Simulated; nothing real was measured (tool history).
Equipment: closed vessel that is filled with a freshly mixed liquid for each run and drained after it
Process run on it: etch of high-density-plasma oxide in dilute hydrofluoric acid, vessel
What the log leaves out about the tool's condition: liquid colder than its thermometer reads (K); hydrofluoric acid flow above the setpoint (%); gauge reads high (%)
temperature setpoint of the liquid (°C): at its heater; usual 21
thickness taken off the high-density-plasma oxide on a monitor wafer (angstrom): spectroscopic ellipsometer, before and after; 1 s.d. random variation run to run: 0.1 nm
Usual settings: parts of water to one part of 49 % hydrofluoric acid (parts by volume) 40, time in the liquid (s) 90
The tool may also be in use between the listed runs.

| run | day | temperature setpoint of the liquid (°C) | parts of water to one part of 49 % hydrofluoric acid (parts by volume) | time in the liquid (s) | wafers since the last listed run | hours since the thermometer was replaced | hours since the hydrofluoric acid flow meter was replaced | hours since the gauge calibration | read-back film thickness of the high-density-plasma oxide reference wafer, read on the same gauge (nm) | thickness taken off the high-density-plasma oxide on a monitor wafer (angstrom) |
|---|---|---|---|---|---|---|---|---|---|---|
| 1 | 0 | 21 | 40 | 70 | 0 | 430.9 | 1455.2 | 1255.7 | 150 | 78.7 |
| 2 | 3.492 | 21 | 40 | 70 | 7080 | 514.7 | 1539 | 1339.5 | 149.99 | 77.8 |
|  | 5.112 | thermometer replaced |
| 3 | 6.662 | 21 | 40 | 70 | 6345 | 37.2 | 1615.1 | 1415.6 | 150.01 | 81.8 |
| 4 | 9.462 | 21 | 40 | 90 | 5678 | 104.4 | 1682.3 | 1482.8 | 149.99 | 106.2 |
|  | 11.142 | gauge calibrated |
| 5 | 11.875 | 21 | 40 | 90 | 4892 | 162.3 | 1740.2 | 17.6 | 150 | 104.7 |
| 6 | 14.879 | 21 | 40 | 90 | 6092 | 234.4 | 1812.3 | 89.7 | 150.04 | 103.3 |
| 7 | 19.088 | 21 | 40 | 115 | 8534 | 335.4 | 1913.3 | 190.7 | 149.99 | 131.5 |
| 8 | 21.233 | 21 | 40 | 115 | 4351 | 386.9 | 1964.8 | 242.2 | 150.01 | 127.2 |
| 9 | 23.196 | 21 | 40 | 115 | 3979 | 434 | 2011.9 | 289.3 | 149.97 | 132 |
| 10 | 26.662 | 21 | 40 | 90 | 7030 | 517.2 | 2095.1 | 372.5 | 150.02 | 99.3 |
| 11 | 30.554 | 21 | 40 | 90 | 7892 | 610.6 | 2188.5 | 465.9 | 150.01 | 99.3 |
|  | 31.058 | thermometer replaced |
| 12 | 34.417 | 21 | 40 | 90 | 7748 | 80.6 | 2281.2 | 558.6 | 150 | 104.6 |
| 13 | 36.862 | 23 | 40 | 90 | 4960 | 139.3 | 2339.9 | 617.3 | 149.99 | 114.5 |
| 14 | 39.633 | 17 | 50 | 90 | 5619 | 205.8 | 2406.4 | 683.8 | 150.02 | 68.9 |
| 15 | 43.262 | 25.5 | 40 | 90 | 7359 | 292.9 | 2493.5 | 770.9 | 149.99 | 125.9 |
|  | 46.792 | hydrofluoric acid flow meter replaced |
| 16 | 46.95 | 21 | 40 | 110 | 7393 | 381.4 | 3.8 | 859.4 | 150.01 | 124.4 |
| 17 | 49.933 | 18 | 20 | 110 | 6050 | 453 | 75.4 | 931 | 149.99 | 220.3 |
| 18 | 52.575 | 22.5 | 40 | 90 | 5357 | 516.4 | 138.8 | 994.4 | 149.96 | 106 |
|  | 54.742 | thermometer replaced |
| 19 | 56.717 | 17 | 60 | 140 | 8314 | 47.4 | 238.2 | 1093.8 | 149.97 | 88.6 |
| 20 | 59.9 | 21 | 40 | 90 | 6455 | 123.8 | 314.6 | 1170.2 | 150.02 | 103 |
| 21 | 62.392 | 18.5 | 40 | 115 | 5052 | 183.6 | 374.4 | 1230 | 149.98 | 118.2 |
|  | 64.483 | gauge calibrated |
| 22 | 66.35 | 21 | 35 | 60 | 8027 | 278.6 | 469.4 | 44.8 | 149.97 | 80.5 |
| 23 | 69.046 | 21 | 60 | 90 | 5466 | 343.3 | 534.1 | 109.5 | 150 | 66.9 |
| 24 | 78.838 | 21 | 20 | 120 | 19856 | 578.3 | 769.1 | 344.5 | 150 | 270.1 |
|  | 83.588 | thermometer replaced |
| 25 | 87.788 | 21 | 40 | 90 | 18065 | 100.8 | 983.9 | 559.3 | 150.01 | 104.4 |

Alternative continuations, all from the tool just after run 25; predict every row:
| A | 87.817 | 21 | 40 | 90 | 59 | 101.5 | 984.6 | 560 | ? | ? |
| B | 87.817 | 18.5 | 30 | 115 | 59 | 101.5 | 984.6 | 560 | ? | ? |
| C | 87.817 | 24.5 | 40 | 70 | 59 | 101.5 | 984.6 | 560 | ? | ? |
| D | 87.817 | 18 | 40 | 90 | 59 | 101.5 | 984.6 | 560 | ? | ? |
| E | 87.817 | 21 | 40 | 45 | 59 | 101.5 | 984.6 | 560 | ? | ? |

| run | read-back film thickness of the high-density-plasma oxide reference wafer, read on the same gauge (nm) | thickness taken off the high-density-plasma oxide on a monitor wafer (angstrom) |
|---|---|---|
| A | 149.98 | 104.3 |
| B | 149.98 | 161.4 |
| C | 149.98 | 94 |
| D | 149.98 | 91.6 |
| E | 149.98 | 52.2 |
Without the tool's unlogged condition, the same runs would have read:
| run | thickness taken off the high-density-plasma oxide on a monitor wafer (angstrom) |
|---|---|
| A | 107.5 |
| B | 166.5 |
| C | 96.8 |
| D | 94.5 |
| E | 53.8 |
